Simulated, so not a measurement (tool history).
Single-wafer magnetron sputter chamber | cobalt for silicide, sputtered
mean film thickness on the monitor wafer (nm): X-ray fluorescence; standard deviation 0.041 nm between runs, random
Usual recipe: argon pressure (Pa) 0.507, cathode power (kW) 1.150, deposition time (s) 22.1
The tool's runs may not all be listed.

run,day,argon pressure (Pa),cathode power (kW),deposition time (s),wafers since the last listed run,wafers on the sputter target,hours since the last manometer calibration,hours since the magnet pack was replaced,hours since the gauge calibration,"read-back reference wafer on the same gauge, thickness_nm",mean film thickness on the monitor wafer (nm)
1,0.000,0.507,1.150,22.1,0,944,1502.5,3348.5,55.7,11.596,11.155
2,0.538,0.507,1.350,22.1,567,1511,1515.4,3361.4,68.6,11.608,12.942
3,1.888,0.507,1.350,22.1,1425,2936,1547.8,3393.8,101.0,11.595,12.938
4,2.962,0.507,1.150,22.1,1134,4071,1573.6,3419.6,126.8,11.605,10.911
5,3.996,0.373,1.050,22.1,1090,5162,1598.4,3444.4,151.6,11.608,10.167
# day 5.412: sputter target and shields replaced
6,5.433,0.507,1.150,22.1,1165,21,1632.9,3478.9,186.1,11.602,10.242
7,6.100,0.507,1.150,22.1,703,725,1648.9,3494.9,202.1,11.599,10.239
8,7.008,0.507,1.050,22.1,958,1684,1670.7,3516.7,223.9,11.595,9.269
9,8.067,0.507,1.050,22.1,1117,2801,1696.1,3542.1,249.3,11.583,9.128
10,9.183,0.507,1.050,22.1,1178,3980,1722.9,3568.9,276.1,11.614,9.042
11,10.200,0.408,1.150,19.2,1073,5053,1747.3,3593.3,300.5,11.628,8.702
# day 11.038: capacitance manometer re-zeroed and calibrated
12,11.058,0.408,1.150,19.2,554,5607,0.5,3613.9,321.1,11.618,8.669
# day 11.729: sputter target and shields replaced, repeated, since the last time left the tool worse
13,11.800,0.507,1.150,24.8,431,75,18.3,3631.7,338.9,11.614,12.652
14,13.362,0.507,1.250,22.1,1649,1724,55.8,3669.2,376.4,11.602,12.074
# day 13.979: gauge calibrated
15,14.104,0.507,1.150,22.1,782,2507,73.6,3687.0,3.0,11.608,10.964
16,14.875,0.321,1.150,24.0,813,3321,92.1,3705.5,21.5,11.610,12.266
# day 16.675: sputter target and shields replaced
# day 17.729: magnet pack replaced
17,18.258,0.676,1.400,26.4,2867,1319,173.3,12.7,102.7,11.596,15.693
18,19.338,0.507,1.150,18.2,1139,2458,199.2,38.6,128.6,11.590,9.075
19,19.904,0.507,1.150,20.2,598,3056,212.8,52.2,142.2,11.597,10.006
20,21.017,0.507,1.150,22.1,1174,4231,239.5,78.9,168.9,11.623,10.922
21,21.629,0.507,1.400,25.2,646,4877,254.2,93.6,183.6,11.592,14.964
# day 22.308: sputter target and shields replaced
22,22.488,0.326,1.400,24.4,554,188,274.8,114.2,204.2,11.620,15.635
23,23.946,0.668,1.050,19.6,1539,1727,309.8,149.2,239.2,11.596,8.672
24,25.225,0.648,1.350,24.9,1350,3078,340.5,179.9,269.9,11.599,14.065
25,25.804,0.507,0.900,22.1,611,3689,354.4,193.8,283.8,11.589,8.553
26,26.479,0.507,0.900,23.9,712,4402,370.6,210.0,300.0,11.613,9.166
27,27.588,0.405,0.900,25.9,1170,5572,397.2,236.6,326.6,11.594,10.096
# day 28.654: sputter target and shields replaced
28,28.675,0.507,1.150,22.1,796,22,423.3,262.7,352.7,11.595,11.296

Consider 5 possible next runs. They are alternatives, not a sequence: every one starts from the tool as it was left by run 28. What does each give?
A,28.692,0.507,1.150,22.1,17,40,423.7,263.1,353.1,?,?
B,28.692,0.507,1.400,24.9,17,40,423.7,263.1,353.1,?,?
C,28.692,0.659,1.150,18.4,17,40,423.7,263.1,353.1,?,?
D,28.692,0.583,1.250,25.8,17,40,423.7,263.1,353.1,?,?
E,28.692,0.688,1.150,22.1,17,40,423.7,263.1,353.1,?,?

run,"read-back reference wafer on the same gauge, thickness_nm",mean film thickness on the monitor wafer (nm)
A,11.592,11.201
B,11.592,15.364
C,11.592,9.067
D,11.592,14.014
E,11.592,10.832
Take away the tool's hidden state, keep each run's random variation, and the runs would have read:
run,mean film thickness on the monitor wafer (nm)
A,11.205
B,15.369
C,9.070
D,14.019
E,10.836
